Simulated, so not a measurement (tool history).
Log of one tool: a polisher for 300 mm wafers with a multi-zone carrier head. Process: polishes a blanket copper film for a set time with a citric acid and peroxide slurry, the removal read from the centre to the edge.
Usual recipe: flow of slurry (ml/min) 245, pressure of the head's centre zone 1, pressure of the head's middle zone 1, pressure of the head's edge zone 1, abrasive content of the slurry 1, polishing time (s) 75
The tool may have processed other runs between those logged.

run,day,flow of slurry (ml/min),pressure of the head's centre zone,pressure of the head's middle zone,pressure of the head's edge zone,abrasive content of the slurry,polishing time (s),"incoming thickness of the incoming film, nm",film removed at the wafer's centre (Å),film removed at mid-radius (Å),film removed at the wafer's edge (Å)
1,0,245,1,0.96,1,1,65,797.6,1209,1157,1179
2,1.533,315,1.07,1.04,1.08,1,75,778.7,1538,1446,1408
3,3.658,245,1.09,1,0.92,1,75,796.4,1499,1358,1272
4,5.971,245,1,1,1,1,75,788.4,1364,1327,1304
5,10.196,245,0.88,1,1,1,53,786,805,918,898
6,13.308,245,0.91,0.95,1,0.75,75,789.3,1079,1145,1148
7,17.596,245,1,1,1,1,75,794.3,1222,1236,1207
# day 18.867: worn pad replaced by a new one
8,21.25,245,1,1,1,1,65,786.4,1177,1209,1155
# day 23.633: slurry nozzle cleaned
9,24.388,245,1,1,1,1,75,780,1412,1436,1363
10,27.333,245,0.95,1,1,1,75,791.8,1308,1371,1338

What will run 11 give?
# day 27.538: centre zone pressure recalibrated
11,29.071,245,0.9,1,1,0.7,68,777.6,?,?,?

Run 11 gave film removed at the wafer's centre (Å) 1044, film removed at mid-radius (Å) 1148, film removed at the wafer's edge (Å) 1096.
The same run, on a tool lacking any hidden state, would have yielded film removed at the wafer's centre (Å) 1087, film removed at mid-radius (Å) 1193, film removed at the wafer's edge (Å) 1135.
